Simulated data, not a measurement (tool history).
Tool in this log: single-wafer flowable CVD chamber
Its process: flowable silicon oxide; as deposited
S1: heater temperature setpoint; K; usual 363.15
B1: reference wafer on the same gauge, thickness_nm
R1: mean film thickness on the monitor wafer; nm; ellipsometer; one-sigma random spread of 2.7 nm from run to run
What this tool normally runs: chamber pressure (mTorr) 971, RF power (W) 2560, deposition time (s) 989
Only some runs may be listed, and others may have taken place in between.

{"run": 1, "day": 0.0, "S1": 363.15, "chamber pressure (mTorr)": 971, "RF power (W)": 2840, "deposition time (s)": 989, "B1": 790.468, "R1": 988.881}
{"run": 2, "day": 1.162, "S1": 363.15, "chamber pressure (mTorr)": 971, "RF power (W)": 2840, "deposition time (s)": 989, "B1": 791.109, "R1": 996.432}
{"run": 3, "day": 1.954, "S1": 363.15, "chamber pressure (mTorr)": 971, "RF power (W)": 2840, "deposition time (s)": 989, "B1": 790.609, "R1": 991.067}
{"run": 4, "day": 2.554, "S1": 363.15, "chamber pressure (mTorr)": 971, "RF power (W)": 2220, "deposition time (s)": 912, "B1": 790.565, "R1": 887.107}
{"run": 5, "day": 3.925, "S1": 363.15, "chamber pressure (mTorr)": 971, "RF power (W)": 2220, "deposition time (s)": 912, "B1": 791.306, "R1": 889.991}
{"run": 6, "day": 4.983, "S1": 363.15, "chamber pressure (mTorr)": 971, "RF power (W)": 2560, "deposition time (s)": 989, "B1": 791.313, "R1": 981.424}
{"run": 7, "day": 5.583, "S1": 363.15, "chamber pressure (mTorr)": 971, "RF power (W)": 2560, "deposition time (s)": 989, "B1": 791.318, "R1": 983.089}
{"run": 8, "day": 6.388, "S1": 363.15, "chamber pressure (mTorr)": 971, "RF power (W)": 2835, "deposition time (s)": 989, "B1": 791.312, "R1": 991.262}
{"run": 9, "day": 7.312, "S1": 363.15, "chamber pressure (mTorr)": 971, "RF power (W)": 2835, "deposition time (s)": 989, "B1": 790.881, "R1": 996.065}
{"run": 10, "day": 7.842, "S1": 363.15, "chamber pressure (mTorr)": 971, "RF power (W)": 2835, "deposition time (s)": 989, "B1": 792.974, "R1": 993.837}
{"day": 8.379, "done": "showerhead replaced"}
{"day": 8.529, "done": "gauge calibrated"}
{"run": 11, "day": 8.583, "S1": 348.15, "chamber pressure (mTorr)": 858, "RF power (W)": 2560, "deposition time (s)": 989, "B1": 776.58, "R1": 1254.482}
{"run": 12, "day": 9.458, "S1": 363.15, "chamber pressure (mTorr)": 971, "RF power (W)": 2945, "deposition time (s)": 934, "B1": 778.471, "R1": 928.665}
{"run": 13, "day": 10.5, "S1": 363.15, "chamber pressure (mTorr)": 793, "RF power (W)": 2285, "deposition time (s)": 989, "B1": 780.728, "R1": 781.131}
{"day": 11.846, "done": "capacitance manometer re-zeroed and calibrated"}
{"day": 12.667, "done": "RF generator calibrated"}
{"run": 14, "day": 12.688, "S1": 363.15, "chamber pressure (mTorr)": 971, "RF power (W)": 2090, "deposition time (s)": 989, "B1": 783.794, "R1": 949.947}
{"run": 15, "day": 13.188, "S1": 363.15, "chamber pressure (mTorr)": 971, "RF power (W)": 2560, "deposition time (s)": 989, "B1": 785.023, "R1": 976.495}
{"day": 14.638, "done": "thermocouple changed; heater temperature recalibrated"}
{"run": 16, "day": 14.658, "S1": 363.15, "chamber pressure (mTorr)": 971, "RF power (W)": 2840, "deposition time (s)": 989, "B1": 786.512, "R1": 991.489}
{"run": 17, "day": 15.179, "S1": 363.15, "chamber pressure (mTorr)": 807, "RF power (W)": 2560, "deposition time (s)": 848, "B1": 785.882, "R1": 696.41}
{"run": 18, "day": 15.683, "S1": 363.15, "chamber pressure (mTorr)": 971, "RF power (W)": 2835, "deposition time (s)": 989, "B1": 786.612, "R1": 988.085}
{"run": 19, "day": 16.771, "S1": 363.15, "chamber pressure (mTorr)": 971, "RF power (W)": 2765, "deposition time (s)": 989, "B1": 786.767, "R1": 986.056}
{"run": 20, "day": 18.025, "S1": 363.15, "chamber pressure (mTorr)": 971, "RF power (W)": 2560, "deposition time (s)": 989, "B1": 788.124, "R1": 982.702}

Run 21 has not been measured yet. What should we expect?
{"run": 21, "day": 19.112, "S1": 368.15, "chamber pressure (mTorr)": 802, "RF power (W)": 2740, "deposition time (s)": 1039, "B1": "?", "R1": "?"}

B1: 789.063
R1: 739.268 nm
Had the tool carried no hidden state, the very same run would have given R1 727.051 nm.

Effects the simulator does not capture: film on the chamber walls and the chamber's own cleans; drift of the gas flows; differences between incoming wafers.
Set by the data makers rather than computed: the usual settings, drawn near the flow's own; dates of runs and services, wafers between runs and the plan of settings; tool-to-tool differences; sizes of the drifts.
